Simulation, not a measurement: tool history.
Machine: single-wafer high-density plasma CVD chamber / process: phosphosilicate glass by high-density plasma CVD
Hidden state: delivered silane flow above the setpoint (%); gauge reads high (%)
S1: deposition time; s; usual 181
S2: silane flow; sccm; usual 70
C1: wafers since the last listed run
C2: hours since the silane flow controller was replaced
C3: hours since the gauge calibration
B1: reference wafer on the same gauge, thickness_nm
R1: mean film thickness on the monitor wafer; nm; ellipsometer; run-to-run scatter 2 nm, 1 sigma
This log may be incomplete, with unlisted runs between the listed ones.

Run 1, hour 0.0: usual settings; C1 0; C2 4537.7; C3 13.0; B1 1589.122. Result: R1 1366.184 nm.
Run 2, hour 7.7: usual settings; C1 63; C2 4545.4; C3 20.7; B1 1588.020. Result: R1 1362.424 nm.
Run 3, hour 23.8: usual settings but S2 62 sccm; C1 133; C2 4561.5; C3 36.8; B1 1588.009. Result: R1 1224.215 nm.
Run 4, hour 34.6: usual settings but S2 62 sccm; C1 89; C2 4572.3; C3 47.6; B1 1586.675. Result: R1 1225.941 nm.
Run 5, hour 48.5: usual settings but S1 152 s; C1 115; C2 4586.2; C3 61.5; B1 1586.119. Result: R1 1145.835 nm.
Run 6, hour 87.6: usual settings but S1 152 s; C1 323; C2 4625.3; C3 100.6; B1 1582.775. Result: R1 1140.901 nm.
Run 7, hour 94.3: usual settings but S2 80 sccm; C1 55; C2 4632.0; C3 107.3; B1 1582.496. Result: R1 1527.967 nm.
Run 8, hour 101.7: usual settings but S2 80 sccm; C1 61; C2 4639.4; C3 114.7; B1 1582.836. Result: R1 1526.125 nm.
At hour 110.8: silane flow controller replaced.
Run 9, hour 117.4: usual settings but S2 65 sccm; C1 63; C2 6.6; C3 130.4; B1 1581.691. Result: R1 1271.448 nm.
Run 10, hour 127.3: usual settings; C1 82; C2 16.5; C3 140.3; B1 1580.498. Result: R1 1357.911 nm.
Run 11, hour 140.3: usual settings; C1 107; C2 29.5; C3 153.3; B1 1580.025. Result: R1 1354.764 nm.
Run 12, hour 155.1: usual settings; C1 122; C2 44.3; C3 168.1; B1 1579.383. Result: R1 1354.030 nm.
At hour 158.4: gauge calibrated.
Run 13, hour 169.4: usual settings but S1 171 s, S2 83 sccm; C1 118; C2 58.6; C3 11.0; B1 1588.931. Result: R1 1502.365 nm.
Run 14, hour 177.9: usual settings; C1 70; C2 67.1; C3 19.5; B1 1588.369. Result: R1 1363.689 nm.
Run 15, hour 194.8: usual settings; C1 140; C2 84.0; C3 36.4; B1 1587.577. Result: R1 1364.104 nm.
Run 16, hour 206.3: usual settings but S1 150 s, S2 61 sccm; C1 95; C2 95.5; C3 47.9; B1 1585.799. Result: R1 1001.028 nm.
Run 17, hour 212.8: usual settings but S1 165 s, S2 58 sccm; C1 53; C2 102.0; C3 54.4; B1 1586.137. Result: R1 1056.124 nm.
Run 18, hour 226.4: usual settings but S1 154 s, S2 79 sccm; C1 112; C2 115.6; C3 68.0; B1 1585.531. Result: R1 1289.874 nm.
Run 19, hour 237.3: usual settings but S2 83 sccm; C1 90; C2 126.5; C3 78.9; B1 1584.681. Result: R1 1586.947 nm.
Run 20, hour 252.5: usual settings but S1 156 s, S2 81 sccm; C1 125; C2 141.7; C3 94.1; B1 1582.926. Result: R1 1329.679 nm.
Run 21, hour 260.3: usual settings but S1 152 s, S2 76 sccm; C1 64; C2 149.5; C3 101.9; B1 1583.012. Result: R1 1230.703 nm.
Run 22, hour 270.3: usual settings but S1 193 s; C1 82; C2 159.5; C3 111.9; B1 1583.051. Result: R1 1446.305 nm.
Run 23, hour 284.1: usual settings but S1 172 s, S2 83 sccm; C1 114; C2 173.3; C3 125.7; B1 1581.237. Result: R1 1502.107 nm.
Run 24, hour 291.8: usual settings but S1 171 s; C1 63; C2 181.0; C3 133.4; B1 1581.097. Result: R1 1282.337 nm.
At hour 305.2: gauge calibrated.
Run 25, hour 307.9: usual settings but S1 147 s, S2 60 sccm; C1 133; C2 197.1; C3 2.7; B1 1590.102. Result: R1 967.656 nm.

Here are 5 independent what-if runs from the current tool condition. What would each one return?
Run A, hour 308.4: usual settings but S2 77 sccm; C1 4; C2 197.6; C3 3.2; B1 ?. Result: R1 ?.
Run B, hour 308.4: usual settings but S1 204 s, S2 63 sccm; C1 4; C2 197.6; C3 3.2; B1 ?. Result: R1 ?.
Run C, hour 308.4: usual settings but S1 202 s, S2 57 sccm; C1 4; C2 197.6; C3 3.2; B1 ?. Result: R1 ?.
Run D, hour 308.4: usual settings but S1 154 s; C1 4; C2 197.6; C3 3.2; B1 ?. Result: R1 ?.
Run E, hour 308.4: usual settings but S1 146 s, S2 58 sccm; C1 4; C2 197.6; C3 3.2; B1 ?. Result: R1 ?.

run        B1        R1
  A  1590.234  1481.066
  B  1590.234  1398.970
  C  1590.234  1270.548
  D  1590.234  1158.109
  E  1590.234   932.135
Without the tool's hidden state the same runs would have given:
run        R1
  A  1480.900
  B  1398.813
  C  1270.405
  D  1157.979
  E   932.030
